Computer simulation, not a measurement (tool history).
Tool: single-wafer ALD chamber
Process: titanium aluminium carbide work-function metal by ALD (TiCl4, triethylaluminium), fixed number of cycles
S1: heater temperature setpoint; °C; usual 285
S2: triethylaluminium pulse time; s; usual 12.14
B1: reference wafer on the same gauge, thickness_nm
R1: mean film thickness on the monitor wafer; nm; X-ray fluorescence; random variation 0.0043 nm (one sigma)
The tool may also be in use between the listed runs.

run     day   S1     S2     B1     R1
  1       0  285  12.14   1.74  1.747
  2   0.379  289  12.14   1.74  1.779
  3   0.792  289  12.14  1.741  1.777
  4   1.375  285  12.14   1.74  1.748
  5   1.767  285  12.14   1.74   1.74
  6   2.117  285  12.14  1.741  1.739
  7   2.408  285  12.14  1.741  1.736
  8   2.675  285  12.14   1.74  1.741
  9   3.283  285  12.14   1.74  1.735
 10   3.542  285  12.14  1.739  1.736
      4.346  -- thermocouple changed; heater temperature recalibrated
 11   4.367  285  15.02   1.74  1.754
 12   4.538  285  15.02  1.739   1.75
 13   4.821  285  12.14   1.74  1.736
 14   5.367  285  12.14  1.739  1.737
 15   5.925  285  12.14  1.739  1.737
      6.883  -- showerhead replaced
 16   6.904  280  12.14  1.741  1.689
 17   6.917  285  12.14   1.74  1.746
      7.362  -- triethylaluminium bottle replaced
 18   7.383  298  10.81   1.74  1.846
 19   7.738  281  16.28  1.738  1.727
 20    9.55  275  13.78   1.74  1.653
 21   9.983  275   9.25   1.74  1.625
 22  10.362  290   8.06  1.739  1.746
 23  10.717  293  16.61  1.738  1.839
     10.933  -- gauge calibrated
 24  11.292  285  14.65   1.74  1.753
 25  11.612  285  12.14  1.741   1.73
 26  12.346  275   9.86   1.74  1.622
 27  13.092  285  12.14   1.74  1.739
 28  13.371  274  12.14  1.739  1.641
 29   13.95  292   8.49   1.74  1.765
 30  14.679  299  14.16   1.74  1.877
 31  14.933  285  12.14  1.741  1.741
 32  15.417  298   8.46  1.741  1.827
 33    15.8  299  14.42   1.74  1.882

What the log doesn't show, run by run:
wafer temperature above the value expected at the setpoint (K): 0 in every run
triethylaluminium dose above that of a fresh bottle (%): 0 in every run
gauge reads high (%): 0 in every run
